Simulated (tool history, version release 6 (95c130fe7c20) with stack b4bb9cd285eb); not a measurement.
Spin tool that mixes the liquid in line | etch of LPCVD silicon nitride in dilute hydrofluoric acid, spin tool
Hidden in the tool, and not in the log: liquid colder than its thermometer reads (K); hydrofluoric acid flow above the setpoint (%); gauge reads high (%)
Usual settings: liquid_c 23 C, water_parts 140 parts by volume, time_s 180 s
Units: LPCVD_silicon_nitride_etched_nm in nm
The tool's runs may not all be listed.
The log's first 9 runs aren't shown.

run,day,liquid_c,water_parts,time_s,wafers since the last listed run,hours since the thermometer was replaced,hours since the hydrofluoric acid flow meter was replaced,hours since the gauge calibration,"read-back film thickness of the LPCVD silicon nitride reference wafer, read on the same gauge (nm)",LPCVD_silicon_nitride_etched_nm
# day 14.3: hydrofluoric acid flow meter replaced
10,14.488,21,140,180,604,1455.2,4.5,735.5,110.012,0.438
11,15.675,21,140,180,215,1483.7,33,764,109.979,0.421
12,17.021,23,165,180,243,1516,65.3,796.3,109.977,0.432
13,17.871,23,180,180,154,1536.4,85.7,816.7,110.012,0.387
14,19.142,23,85,240,230,1566.9,116.2,847.2,109.98,1.115
15,20.379,23,85,240,224,1596.6,145.9,876.9,109.993,1.084
16,21.746,25.5,110,180,247,1629.4,178.7,909.7,109.99,0.759
17,22.996,23,170,180,226,1659.4,208.7,939.7,109.994,0.401
18,23.662,23,140,180,120,1675.4,224.7,955.7,110.001,0.514
19,24.658,23,205,180,180,1699.3,248.6,979.6,109.99,0.349
20,28.879,27,140,245,765,1800.6,349.9,1080.9,109.992,0.809
# day 29.046: gauge calibrated
21,30.354,18,120,225,267,1836,385.3,31.4,110.007,0.546

The next listed run, before its measurement:
# day 30.488: thermometer replaced
22,31.525,26.5,120,250,204,24.9,413.4,59.5,?,?

read-back film thickness of the LPCVD silicon nitride reference wafer, read on the same gauge (nm): 109.993
LPCVD_silicon_nitride_etched_nm: 1.01 nm
Without the tool's hidden state the same run would have given LPCVD_silicon_nitride_etched_nm 1.01 nm.

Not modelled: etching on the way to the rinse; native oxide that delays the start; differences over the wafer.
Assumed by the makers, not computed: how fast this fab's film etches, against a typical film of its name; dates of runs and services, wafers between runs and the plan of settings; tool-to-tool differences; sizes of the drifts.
